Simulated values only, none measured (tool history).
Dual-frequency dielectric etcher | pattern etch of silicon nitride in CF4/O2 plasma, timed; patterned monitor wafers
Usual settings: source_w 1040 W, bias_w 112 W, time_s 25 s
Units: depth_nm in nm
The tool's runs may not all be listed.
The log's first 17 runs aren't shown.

run,hour,source_w,bias_w,time_s,wafers since the last listed run,hours since the last wet clean,hours since the last source power generator calibration,hours since the last bias power generator calibration,hours since the last upper electrode change,hours since the gauge calibration,"read-back reference wafer on the same gauge, depth_nm",depth_nm
18,968.9,1190,126,20.5,498,395.1,126.1,98.3,508.9,95,92.2,80.8
19,1010.3,1130,85,30.5,538,436.5,167.5,139.7,550.3,136.4,92.2,102.9
20,1041.6,1040,91,25,407,467.8,198.8,171,581.6,167.7,92.3,78.5
21,1111.2,1170,137,28.5,905,537.4,268.4,240.6,651.2,237.3,92.2,112
22,1136.7,1040,123,25,331,562.9,293.9,266.1,676.7,262.8,92.3,84.5
# hour 1187.4: wet clean of the chamber
23,1195.4,1140,100,29,451,8,352.6,324.8,735.4,321.5,92.2,103.2
24,1242,870,101,25,605,54.6,399.2,371.4,782,368.1,92.2,66.2
25,1305.6,1040,112,31,827,118.2,462.8,435,845.6,431.7,92.1,102
26,1334,1040,112,25,369,146.6,491.2,463.4,874,460.1,92.2,82.4
27,1378.3,1040,112,25,576,190.9,535.5,507.7,918.3,504.4,92.1,82.2
28,1557.8,1170,133,18.5,2334,370.4,715,687.2,1097.8,683.9,92.2,72.3
29,1582.3,1230,94,29.5,318,394.9,739.5,711.7,1122.3,708.4,92.3,111.2
30,1619.2,860,112,20.5,479,431.8,776.4,748.6,1159.2,745.3,92.3,54.6

4 ways to go on from here, each from the tool as it stands after run 30. What would each give?
A,1619.6,1040,112,25,5,432.2,776.8,749,1159.6,745.7,?,?
B,1619.6,890,112,25,5,432.2,776.8,749,1159.6,745.7,?,?
C,1619.6,970,85,30.5,5,432.2,776.8,749,1159.6,745.7,?,?
D,1619.6,1040,112,20.5,5,432.2,776.8,749,1159.6,745.7,?,?

run,"read-back reference wafer on the same gauge, depth_nm",depth_nm
A,92.2,82
B,92.2,69.3
C,92.2,87.1
D,92.2,67.3
Without the tool's hidden state the same runs would have given:
run,depth_nm
A,82.9
B,70
C,88
D,68
